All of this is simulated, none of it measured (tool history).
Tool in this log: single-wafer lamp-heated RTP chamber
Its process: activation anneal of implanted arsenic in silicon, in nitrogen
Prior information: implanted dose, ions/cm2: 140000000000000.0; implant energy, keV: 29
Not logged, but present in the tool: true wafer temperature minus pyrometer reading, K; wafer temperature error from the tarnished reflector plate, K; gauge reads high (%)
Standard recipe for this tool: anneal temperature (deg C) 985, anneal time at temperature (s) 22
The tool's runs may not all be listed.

run   hour  anneal temperature (deg C)  anneal time at temperature (s)  wafers since the last listed run  wafers since the last pyrometer calibration  wafers since the reflector plate was cleaned  hours since the gauge calibration  read-back reference wafer on the same gauge, sheet resistance  sheet resistance of the implanted and annealed layer (ohm/square)
  1      0                         985                              22                                 0                                          159                                          1417                              439.1                                                         444.73                                                             434.88
  2   18.1                         985                              22                               202                                          361                                          1619                              457.2                                                         444.82                                                             436.03
  3     44                         985                              22                               289                                          650                                          1909                              483.1                                                         444.99                                                             435.44
  4   60.6                         985                              22                               185                                          836                                          2094                              499.7                                                         445.24                                                             435.88
  5   88.4                         985                              22                               310                                         1147                                          2405                              527.5                                                         445.21                                                             436.36
  6  111.9                         985                              22                               262                                         1409                                          2668                                551                                                         445.78                                                             436.15
  7  130.8                        1002                              29                               211                                         1621                                          2879                              569.9                                                         445.41                                                             434.72
  8  147.3                        1002                              29                               184                                         1805                                          3064                              586.4                                                         446.08                                                             434.28
  9  181.5                        1002                              29                               382                                         2188                                          3446                              620.6                                                         446.01                                                             433.89
 10  193.8                         985                              22                               137                                         2325                                          3583                              632.9                                                          446.5                                                             436.16
 11  225.7                         985                              22                               356                                         2682                                          3940                              664.8                                                          446.6                                                             437.63
 12  250.4                         975                              22                               276                                         2958                                          4216                              689.5                                                         446.59                                                             438.83
 13  272.9                         975                              22                               251                                         3209                                          4468                                712                                                         447.19                                                             437.05
 14  303.4                         975                              22                               340                                         3550                                          4808                              742.5                                                         446.89                                                             437.63
 15  323.5                         968                              22                               224                                         3775                                          5033                              762.6                                                         447.52                                                             438.08
     355.7  -- pyrometer window cleaned and pyrometer calibrated
     366.6  -- reflector plate cleaned
 16  367.1                         985                              22                               308                                           37                                             5                              806.2                                                         447.37                                                              437.3
 17  391.1                         974                              12                               268                                          305                                           274                              830.2                                                         447.57                                                             440.49
     419.6  -- gauge calibrated
 18  426.8                        1005                              22                               399                                          705                                           673                                7.2                                                         441.88                                                             430.02
 19  461.9                         974                              12                               392                                         1097                                          1065                               42.3                                                         442.08                                                             433.99
 20  485.7                         985                              32                               266                                         1363                                          1331                               66.1                                                         442.13                                                             432.26
 21  499.6                         985                              22                               155                                         1518                                          1487                                 80                                                         442.06                                                             432.76
 22  535.6                         993                              14                               402                                         1921                                          1889                                116                                                         442.45                                                             434.24
 23  563.7                         985                              22                               314                                         2235                                          2203                              144.1                                                          442.8                                                             433.62
 24  585.1                         968                              13                               239                                         2474                                          2442                              165.5                                                         442.76                                                             434.74
 25  603.2                         976                              22                               202                                         2676                                          2645                              183.6                                                          442.9                                                             433.42
 26  636.9                         965                              29                               376                                         3053                                          3021                              217.3                                                         442.95                                                             433.91
 27  663.7                         985                              22                               299                                         3353                                          3321                              244.1                                                         443.62                                                             434.37

Forecast run 28:
 28  679.5                         973                              18                               176                                         3529                                          3498                              259.9                                                              ?                                                                  ?

read-back reference wafer on the same gauge, sheet resistance: 443.6
sheet resistance of the implanted and annealed layer (ohm/square): 435.11
The same run, on a tool lacking any hidden state, would have yielded sheet resistance of the implanted and annealed layer (ohm/square) 432.64.
